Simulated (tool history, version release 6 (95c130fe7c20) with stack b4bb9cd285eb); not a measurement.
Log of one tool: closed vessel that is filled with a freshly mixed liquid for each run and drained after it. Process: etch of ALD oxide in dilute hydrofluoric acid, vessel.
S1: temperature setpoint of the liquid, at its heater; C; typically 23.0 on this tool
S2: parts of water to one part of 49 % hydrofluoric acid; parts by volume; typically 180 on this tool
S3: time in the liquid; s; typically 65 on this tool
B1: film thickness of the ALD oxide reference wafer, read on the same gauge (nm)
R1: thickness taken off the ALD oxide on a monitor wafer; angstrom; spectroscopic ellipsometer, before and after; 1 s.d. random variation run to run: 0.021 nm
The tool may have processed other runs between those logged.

run,hour,S1,S2,S3,B1,R1
1,0.0,23.0,130,50,109.98,52.2
2,39.5,23.0,180,65,110.01,46.1
3,106.9,23.0,180,65,110.04,46.3
4,303.8,23.0,180,65,110.01,45.8
5,349.6,23.0,180,65,110.01,45.9
6,388.4,23.0,180,65,110.02,45.9
7,428.1,23.0,180,65,110.01,45.9
8,458.5,23.0,180,65,110.01,45.9
# hour 495.5: gauge calibrated
9,521.1,23.0,180,90,109.98,63.6
10,545.5,23.0,180,90,109.96,63.6
11,572.0,24.0,150,65,110.05,58.7
12,637.5,23.0,180,85,110.02,59.8
# hour 664.3: thermometer replaced
13,695.1,23.0,180,85,109.98,59.1
14,745.4,21.5,145,40,109.98,34.3
15,799.1,23.0,245,50,110.00,23.8

Estimate the outcome of run 16 from the log above:
16,836.2,21.5,180,65,?,?

Run 16 produced B1 110.01, R1 43.0 angstrom.
On a tool with no hidden condition, and with the same random variation, this run would have come out at R1 44.9 angstrom.

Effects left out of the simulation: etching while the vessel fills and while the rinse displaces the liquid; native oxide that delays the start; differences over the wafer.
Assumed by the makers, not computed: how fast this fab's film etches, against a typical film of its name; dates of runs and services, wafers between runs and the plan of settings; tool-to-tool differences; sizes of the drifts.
